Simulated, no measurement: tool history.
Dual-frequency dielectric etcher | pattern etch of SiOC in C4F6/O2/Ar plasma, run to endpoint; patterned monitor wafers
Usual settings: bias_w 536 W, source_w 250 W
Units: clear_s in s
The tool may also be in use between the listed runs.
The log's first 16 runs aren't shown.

run   hour  bias_w  source_w  wafers since the last listed run  hours since the last wet clean  hours since the last bias power generator calibration  hours since the last source power generator calibration  hours since the last upper electrode change  incoming incoming film thickness, nm  clear_s
     197.4  -- source power generator calibrated
 17  197.9     536       250                               147                            49.6                                                   33.8                                                      0.5                                       3901.1                                 30.46     10.9
 18    205     431       310                                69                            56.7                                                   40.9                                                      7.6                                       3908.2                                 30.57     11.2
 19  220.1     415       290                               147                            71.8                                                     56                                                     22.7                                       3923.3                                 30.33     11.8
 20  230.3     423       310                                99                              82                                                   66.2                                                     32.9                                       3933.5                                 30.68     11.5
 21  236.8     641       270                                63                            88.5                                                   72.7                                                     39.4                                         3940                                 30.54      9.5
 22  251.7     475       190                               145                           103.4                                                   87.6                                                     54.3                                       3954.9                                 29.95     12.6
     281.9  -- upper electrode replaced
 23  282.4     452       250                                65                           134.1                                                  118.3                                                       85                                          0.5                                 30.47     11.9
 24  282.8     536       250                                 3                           134.5                                                  118.7                                                     85.4                                          0.9                                 30.11     10.7
 25  283.1     487       210                                 2                           134.8                                                    119                                                     85.7                                          1.2                                 30.39     12.1
 26  283.4     536       250                                 2                           135.1                                                  119.3                                                       86                                          1.5                                  30.4     10.9
 27  294.4     613       280                               107                           146.1                                                  130.3                                                       97                                         12.5                                 30.14      9.5
 28  303.7     536       310                                90                           155.4                                                  139.6                                                    106.3                                         21.8                                 30.54      9.9
 29  316.4     493       210                               124                           168.1                                                  152.3                                                      119                                         34.5                                 30.44     12.1
 30  324.2     621       290                                76                           175.9                                                  160.1                                                    126.8                                         42.3                                 30.45      9.3
 31  331.6     536       250                                72                           183.3                                                  167.5                                                    134.2                                         49.7                                 30.72     10.7
 32  341.4     423       310                                95                           193.1                                                  177.3                                                      144                                         59.5                                 30.41     11.1
 33  348.8     455       290                                72                           200.5                                                  184.7                                                    151.4                                         66.9                                 30.31     10.9
 34  360.9     596       300                               118                           212.6                                                  196.8                                                    163.5                                           79                                 30.21      9.2
 35  367.9     536       220                                68                           219.6                                                  203.8                                                    170.5                                           86                                 30.15     11.1

4 ways to go on from here, each from the tool as it stands after run 35. What would each give?
  A  368.3     536       210                                 3                             220                                                  204.2                                                    170.9                                         86.4                                 30.86        ?
  B  368.3     416       220                                 3                             220                                                  204.2                                                    170.9                                         86.4                                 30.86        ?
  C  368.3     589       290                                 3                             220                                                  204.2                                                    170.9                                         86.4                                 30.86        ?
  D  368.3     469       250                                 3                             220                                                  204.2                                                    170.9                                         86.4                                 30.86        ?

run  clear_s
  A     11.6
  B     13.1
  C      9.7
  D     11.7
Without the tool's hidden state the same runs would have given:
run  clear_s
  A     11.9
  B     13.5
  C       10
  D       12
